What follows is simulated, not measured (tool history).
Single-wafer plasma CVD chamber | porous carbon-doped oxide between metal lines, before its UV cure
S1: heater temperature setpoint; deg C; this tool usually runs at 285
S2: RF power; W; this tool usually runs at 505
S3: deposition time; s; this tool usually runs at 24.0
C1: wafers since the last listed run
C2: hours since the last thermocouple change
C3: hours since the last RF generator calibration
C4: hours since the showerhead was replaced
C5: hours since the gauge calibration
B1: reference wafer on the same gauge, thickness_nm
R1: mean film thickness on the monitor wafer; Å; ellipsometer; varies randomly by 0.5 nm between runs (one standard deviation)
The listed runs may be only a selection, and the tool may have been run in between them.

run 1 day=0.000 | S1=285 S2=505 S3=21.7 | C1=0 C2=2440.9 C3=1614.0 C4=2672.1 C5=132.9 | B1=146.962 | R1=1201.20
run 2 day=1.133 | S1=285 S2=505 S3=22.4 | C1=359 C2=2468.1 C3=1641.2 C4=2699.3 C5=160.1 | B1=147.036 | R1=1239.94
run 3 day=2.333 | S1=285 S2=505 S3=24.0 | C1=380 C2=2496.9 C3=1670.0 C4=2728.1 C5=188.9 | B1=147.001 | R1=1326.09
run 4 day=3.238 | S1=285 S2=505 S3=24.0 | C1=286 C2=2518.6 C3=1691.7 C4=2749.8 C5=210.6 | B1=147.185 | R1=1329.09
run 5 day=4.658 | S1=297 S2=505 S3=24.0 | C1=450 C2=2552.7 C3=1725.8 C4=2783.9 C5=244.7 | B1=146.847 | R1=1219.39
run 6 day=5.625 | S1=297 S2=505 S3=24.0 | C1=306 C2=2575.9 C3=1749.0 C4=2807.1 C5=267.9 | B1=147.172 | R1=1215.46
run 7 day=6.388 | S1=285 S2=505 S3=24.0 | C1=241 C2=2594.2 C3=1767.3 C4=2825.4 C5=286.2 | B1=147.019 | R1=1327.52
run 8 day=7.279 | S1=285 S2=505 S3=24.0 | C1=282 C2=2615.6 C3=1788.7 C4=2846.8 C5=307.6 | B1=146.816 | R1=1320.98
run 9 day=8.408 | S1=293 S2=565 S3=24.0 | C1=358 C2=2642.7 C3=1815.8 C4=2873.9 C5=334.7 | B1=147.135 | R1=1324.94
-- day=9.808 thermocouple changed; heater temperature recalibrated
run 10 day=9.829 | S1=285 S2=505 S3=24.0 | C1=345 C2=0.5 C3=1849.9 C4=2908.0 C5=368.8 | B1=147.071 | R1=1321.89
run 11 day=10.258 | S1=285 S2=505 S3=24.0 | C1=136 C2=10.8 C3=1860.2 C4=2918.3 C5=379.1 | B1=147.106 | R1=1321.58
run 12 day=10.800 | S1=285 S2=505 S3=24.0 | C1=171 C2=23.8 C3=1873.2 C4=2931.3 C5=392.1 | B1=147.038 | R1=1322.31
-- day=11.608 RF generator calibrated
run 13 day=12.196 | S1=285 S2=505 S3=24.0 | C1=337 C2=57.3 C3=14.1 C4=2964.8 C5=425.6 | B1=147.297 | R1=1365.73
run 14 day=13.271 | S1=285 S2=505 S3=24.0 | C1=341 C2=83.1 C3=39.9 C4=2990.6 C5=451.4 | B1=146.712 | R1=1358.78
run 15 day=14.092 | S1=285 S2=505 S3=24.0 | C1=260 C2=102.8 C3=59.6 C4=3010.3 C5=471.1 | B1=146.862 | R1=1363.16
run 16 day=14.883 | S1=274 S2=505 S3=24.0 | C1=251 C2=121.8 C3=78.6 C4=3029.3 C5=490.1 | B1=146.908 | R1=1472.90
-- day=15.733 showerhead replaced, of another model than before
run 17 day=15.754 | S1=285 S2=425 S3=24.0 | C1=170 C2=142.7 C3=99.5 C4=0.5 C5=511.0 | B1=147.038 | R1=1298.22
run 18 day=16.854 | S1=273 S2=570 S3=21.7 | C1=349 C2=169.1 C3=125.9 C4=26.9 C5=537.4 | B1=147.088 | R1=1407.30
run 19 day=17.896 | S1=297 S2=505 S3=24.0 | C1=330 C2=194.1 C3=150.9 C4=51.9 C5=562.4 | B1=147.068 | R1=1254.51
run 20 day=18.550 | S1=285 S2=505 S3=22.4 | C1=207 C2=209.8 C3=166.6 C4=67.6 C5=578.1 | B1=146.994 | R1=1276.26
-- day=19.012 gauge calibrated
run 21 day=19.488 | S1=285 S2=570 S3=24.0 | C1=297 C2=232.3 C3=189.1 C4=90.1 C5=11.4 | B1=147.043 | R1=1423.85
run 22 day=22.450 | S1=285 S2=505 S3=24.0 | C1=940 C2=303.4 C3=260.2 C4=161.2 C5=82.5 | B1=147.256 | R1=1357.51
run 23 day=23.438 | S1=280 S2=505 S3=26.0 | C1=313 C2=327.1 C3=283.9 C4=184.9 C5=106.2 | B1=146.989 | R1=1524.59
run 24 day=24.767 | S1=285 S2=505 S3=26.7 | C1=421 C2=359.0 C3=315.8 C4=216.8 C5=138.1 | B1=146.927 | R1=1515.08
run 25 day=25.883 | S1=294 S2=600 S3=21.2 | C1=354 C2=385.8 C3=342.6 C4=243.6 C5=164.9 | B1=146.852 | R1=1197.07
run 26 day=26.700 | S1=285 S2=505 S3=21.0 | C1=259 C2=405.4 C3=362.2 C4=263.2 C5=184.5 | B1=146.918 | R1=1198.93
run 27 day=27.538 | S1=270 S2=605 S3=28.1 | C1=265 C2=425.5 C3=382.3 C4=283.3 C5=204.6 | B1=146.949 | R1=1879.85
run 28 day=28.396 | S1=285 S2=505 S3=24.0 | C1=272 C2=446.1 C3=402.9 C4=303.9 C5=225.2 | B1=146.853 | R1=1353.28
run 29 day=29.154 | S1=276 S2=425 S3=25.7 | C1=240 C2=464.3 C3=421.1 C4=322.1 C5=243.4 | B1=147.174 | R1=1475.31
run 30 day=30.138 | S1=291 S2=540 S3=25.3 | C1=312 C2=487.9 C3=444.7 C4=345.7 C5=267.0 | B1=146.970 | R1=1406.21
run 31 day=30.808 | S1=285 S2=435 S3=25.6 | C1=212 C2=504.0 C3=460.8 C4=361.8 C5=283.1 | B1=146.860 | R1=1381.99
run 32 day=31.538 | S1=292 S2=465 S3=22.0 | C1=231 C2=521.5 C3=478.3 C4=379.3 C5=300.6 | B1=147.092 | R1=1162.82
run 33 day=32.458 | S1=276 S2=420 S3=22.5 | C1=292 C2=543.6 C3=500.4 C4=401.4 C5=322.7 | B1=147.076 | R1=1280.51
run 34 day=33.483 | S1=277 S2=505 S3=26.6 | C1=325 C2=568.2 C3=525.0 C4=426.0 C5=347.3 | B1=146.880 | R1=1580.27

Hidden state at the last listed run before each entry between runs and at the first one after, where it differs:
Runs 9 to 10: thermocouple changed; heater temperature recalibrated (day 9.808)
  delivered RF power above the setpoint (%): -7.26 -> -7.39
  what was measured, less what the result would be without the hidden state, R1: -51.49 -> -53.07 Å
Runs 12 to 13: RF generator calibrated (day 11.608)
  delivered RF power above the setpoint (%): -7.48 -> -1.44
  what was measured, less what the result would be without the hidden state, R1: -53.76 -> -10.17 Å
Runs 16 to 17: showerhead replaced, of another model than before (day 15.733)
  delivered RF power above the setpoint (%): -1.69 -> -1.77
  what was measured, less what the result would be without the hidden state, R1: -12.89 -> -7.57 Å
Runs 20 to 21: gauge calibrated (day 19.012)
  delivered RF power above the setpoint (%): -2.02 -> -2.11
  what was measured, less what the result would be without the hidden state, R1: -8.40 -> -9.77 Å
